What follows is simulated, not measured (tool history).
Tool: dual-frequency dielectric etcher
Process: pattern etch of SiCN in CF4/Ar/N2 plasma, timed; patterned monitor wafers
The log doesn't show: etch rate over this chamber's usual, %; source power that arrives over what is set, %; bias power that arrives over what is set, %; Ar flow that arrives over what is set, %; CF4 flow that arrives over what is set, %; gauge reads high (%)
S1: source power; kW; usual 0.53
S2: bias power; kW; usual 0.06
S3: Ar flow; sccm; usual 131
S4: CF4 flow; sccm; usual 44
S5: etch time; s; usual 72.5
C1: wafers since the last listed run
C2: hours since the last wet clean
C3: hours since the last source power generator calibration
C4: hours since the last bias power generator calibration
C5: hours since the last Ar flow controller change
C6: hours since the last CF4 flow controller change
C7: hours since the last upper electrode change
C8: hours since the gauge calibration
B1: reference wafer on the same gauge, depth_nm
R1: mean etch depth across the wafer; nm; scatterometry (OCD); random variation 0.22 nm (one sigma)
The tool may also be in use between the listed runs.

run 1 hour=0 | S1=0.53 S2=0.06 S3=131 S4=44 S5=72.5 | C1=0 C2=156.6 C3=2180.8 C4=1627.7 C5=2621.6 C6=3756.6 C7=36 C8=791.5 | B1=47 | R1=53.4
-- hour=28.7 source power generator calibrated
run 2 hour=33.6 | S1=0.48 S2=0.06 S3=131 S4=44 S5=84.5 | C1=281 C2=190.2 C3=4.9 C4=1661.3 C5=2655.2 C6=3790.2 C7=69.6 C8=825.1 | B1=47.1 | R1=57.4
run 3 hour=50.4 | S1=0.58 S2=0.06 S3=131 S4=44 S5=72.5 | C1=159 C2=207 C3=21.7 C4=1678.1 C5=2672 C6=3807 C7=86.4 C8=841.9 | B1=47.1 | R1=57.2
run 4 hour=85.1 | S1=0.53 S2=0.065 S3=131 S4=52 S5=72.5 | C1=330 C2=241.7 C3=56.4 C4=1712.8 C5=2706.7 C6=3841.7 C7=121.1 C8=876.6 | B1=47 | R1=56.5
run 5 hour=146 | S1=0.53 S2=0.056 S3=116 S4=44 S5=72.5 | C1=579 C2=302.6 C3=117.3 C4=1773.7 C5=2767.6 C6=3902.6 C7=182 C8=937.5 | B1=47.2 | R1=53
-- hour=160.9 CF4 flow controller replaced
run 6 hour=164.9 | S1=0.53 S2=0.06 S3=148 S4=44 S5=62 | C1=122 C2=321.5 C3=136.2 C4=1792.6 C5=2786.5 C6=4 C7=200.9 C8=956.4 | B1=47.1 | R1=44.5
run 7 hour=185.8 | S1=0.53 S2=0.06 S3=131 S4=44 S5=72.5 | C1=198 C2=342.4 C3=157.1 C4=1813.5 C5=2807.4 C6=24.9 C7=221.8 C8=977.3 | B1=47.1 | R1=53.2
run 8 hour=264.6 | S1=0.53 S2=0.07 S3=99 S4=44 S5=78 | C1=749 C2=421.2 C3=235.9 C4=1892.3 C5=2886.2 C6=103.7 C7=300.6 C8=1056.1 | B1=47.1 | R1=62.6
-- hour=273.2 Ar flow controller replaced
-- hour=286.8 gauge calibrated
-- hour=295.3 bias power generator calibrated
run 9 hour=295.8 | S1=0.43 S2=0.046 S3=141 S4=44 S5=72.5 | C1=201 C2=452.4 C3=267.1 C4=0.5 C5=22.6 C6=134.9 C7=331.8 C8=9 | B1=47.2 | R1=40.8
run 10 hour=328.2 | S1=0.53 S2=0.06 S3=140 S4=54 S5=63.5 | C1=308 C2=484.8 C3=299.5 C4=32.9 C5=55 C6=167.3 C7=364.2 C8=41.4 | B1=47.1 | R1=47.6
-- hour=363.5 wet clean of the chamber
run 11 hour=364 | S1=0.41 S2=0.051 S3=131 S4=37 S5=72.5 | C1=112 C2=0.5 C3=335.3 C4=68.7 C5=90.8 C6=203.1 C7=400 C8=77.2 | B1=47.1 | R1=40.2
run 12 hour=386.5 | S1=0.53 S2=0.06 S3=131 S4=44 S5=59 | C1=213 C2=23 C3=357.8 C4=91.2 C5=113.3 C6=225.6 C7=422.5 C8=99.7 | B1=47 | R1=43.8
run 13 hour=420.1 | S1=0.57 S2=0.06 S3=131 S4=44 S5=72.5 | C1=319 C2=56.6 C3=391.4 C4=124.8 C5=146.9 C6=259.2 C7=456.1 C8=133.3 | B1=47 | R1=57.1
run 14 hour=451.6 | S1=0.53 S2=0.06 S3=131 S4=44 S5=72.5 | C1=299 C2=88.1 C3=422.9 C4=156.3 C5=178.4 C6=290.7 C7=487.6 C8=164.8 | B1=47.1 | R1=53.7
run 15 hour=466.1 | S1=0.53 S2=0.06 S3=131 S4=44 S5=72.5 | C1=137 C2=102.6 C3=437.4 C4=170.8 C5=192.9 C6=305.2 C7=502.1 C8=179.3 | B1=47.1 | R1=53.9
run 16 hour=482 | S1=0.53 S2=0.06 S3=131 S4=33 S5=72.5 | C1=151 C2=118.5 C3=453.3 C4=186.7 C5=208.8 C6=321.1 C7=518 C8=195.2 | B1=47 | R1=50.2
run 17 hour=496.6 | S1=0.53 S2=0.06 S3=131 S4=53 S5=72.5 | C1=138 C2=133.1 C3=467.9 C4=201.3 C5=223.4 C6=335.7 C7=532.6 C8=209.8 | B1=47 | R1=55.6
run 18 hour=520.2 | S1=0.53 S2=0.06 S3=131 S4=37 S5=72.5 | C1=224 C2=156.7 C3=491.5 C4=224.9 C5=247 C6=359.3 C7=556.2 C8=233.4 | B1=47.1 | R1=51.9
run 19 hour=537.2 | S1=0.53 S2=0.06 S3=131 S4=44 S5=72.5 | C1=161 C2=173.7 C3=508.5 C4=241.9 C5=264 C6=376.3 C7=573.2 C8=250.4 | B1=47.1 | R1=53.6
run 20 hour=566.3 | S1=0.53 S2=0.06 S3=131 S4=44 S5=72.5 | C1=276 C2=202.8 C3=537.6 C4=271 C5=293.1 C6=405.4 C7=602.3 C8=279.5 | B1=47.1 | R1=53.4

Measured less the same run without the tool's hidden state. The same run-to-run variation is in both; the gauge's scatter may not be:
run=1 R1=-0.4
run=2 R1=-0.5
run=3 R1=-0.7
run=4 R1=-0.7
run=5 R1=-0.8
run=6 R1=-0.8
run=7 R1=-0.9
run=8 R1=-1.5
run=9 R1=-1
run=10 R1=-1.3
run=11 R1=+0
run=12 R1=-0.1
run=13 R1=-0.2
run=14 R1=-0.3
run=15 R1=-0.3
run=16 R1=-0.4
run=17 R1=-0.4
run=18 R1=-0.5
run=19 R1=-0.5
run=20 R1=-0.7

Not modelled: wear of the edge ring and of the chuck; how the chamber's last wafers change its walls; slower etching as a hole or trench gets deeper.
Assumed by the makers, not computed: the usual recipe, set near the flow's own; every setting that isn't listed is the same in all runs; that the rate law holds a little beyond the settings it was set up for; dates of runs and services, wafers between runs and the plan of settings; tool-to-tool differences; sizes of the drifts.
